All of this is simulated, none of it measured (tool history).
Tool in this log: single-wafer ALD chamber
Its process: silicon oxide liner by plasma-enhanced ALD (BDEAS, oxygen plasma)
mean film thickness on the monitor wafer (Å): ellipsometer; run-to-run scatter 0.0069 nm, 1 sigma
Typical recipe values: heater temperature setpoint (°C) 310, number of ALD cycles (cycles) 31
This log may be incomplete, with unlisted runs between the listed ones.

| run | hour | heater temperature setpoint (°C) | number of ALD cycles (cycles) | read-back reference wafer on the same gauge, thickness_nm | mean film thickness on the monitor wafer (Å) |
|---|---|---|---|---|---|
| 1 | 0 | 310 | 27 | 2.63 | 24.02 |
| 2 | 61 | 310 | 27 | 2.627 | 24.04 |
| 3 | 105.7 | 302 | 31 | 2.631 | 28.2 |
| 4 | 300.3 | 302 | 31 | 2.629 | 28.29 |
| 5 | 345.1 | 302 | 31 | 2.632 | 28.18 |
| 6 | 398.6 | 310 | 31 | 2.63 | 27.79 |
| 7 | 431.7 | 310 | 31 | 2.631 | 27.8 |
| 8 | 497.7 | 306 | 31 | 2.631 | 27.85 |
| 9 | 522.8 | 302 | 34 | 2.631 | 31.08 |
| 10 | 588.4 | 302 | 34 | 2.628 | 31.06 |
|  | 613.1 | gauge calibrated |
| 11 | 645.7 | 302 | 34 | 2.63 | 31.11 |
| 12 | 712.6 | 310 | 31 | 2.63 | 27.66 |
| 13 | 742.4 | 310 | 31 | 2.63 | 27.8 |
| 14 | 778.5 | 310 | 36 | 2.63 | 32.39 |
| 15 | 834.8 | 323 | 37 | 2.633 | 32.39 |
| 16 | 892.6 | 299 | 36 | 2.628 | 33.43 |
|  | 906.6 | thermocouple changed; heater temperature recalibrated |
| 17 | 920.3 | 310 | 31 | 2.631 | 27.68 |
| 18 | 991.6 | 310 | 26 | 2.63 | 23.31 |
| 19 | 1023.8 | 317 | 37 | 2.632 | 32.8 |
| 20 | 1058.1 | 297 | 25 | 2.63 | 23.37 |
| 21 | 1107 | 316 | 33 | 2.631 | 29.31 |
| 22 | 1140.4 | 323 | 35 | 2.631 | 30.67 |
| 23 | 1170.9 | 310 | 37 | 2.63 | 33.09 |
| 24 | 1240.2 | 298 | 34 | 2.627 | 31.76 |
| 25 | 1302.6 | 310 | 31 | 2.632 | 27.85 |

Consider 5 possible next runs. They are alternatives, not a sequence: every one starts from the tool as it was left by run 25. What does each give?
| A | 1303 | 310 | 28 | ? | ? |
| B | 1303 | 316 | 37 | ? | ? |
| C | 1303 | 325 | 26 | ? | ? |
| D | 1303 | 297 | 33 | ? | ? |
| E | 1303 | 296 | 33 | ? | ? |

| run | read-back reference wafer on the same gauge, thickness_nm | mean film thickness on the monitor wafer (Å) |
|---|---|---|
| A | 2.633 | 25.02 |
| B | 2.633 | 32.76 |
| C | 2.633 | 22.69 |
| D | 2.633 | 30.87 |
| E | 2.633 | 30.99 |
Without the tool's hidden state the same runs would have given:
| run | mean film thickness on the monitor wafer (Å) |
|---|---|
| A | 24.77 |
| B | 32.42 |
| C | 22.45 |
| D | 30.08 |
| E | 30.2 |
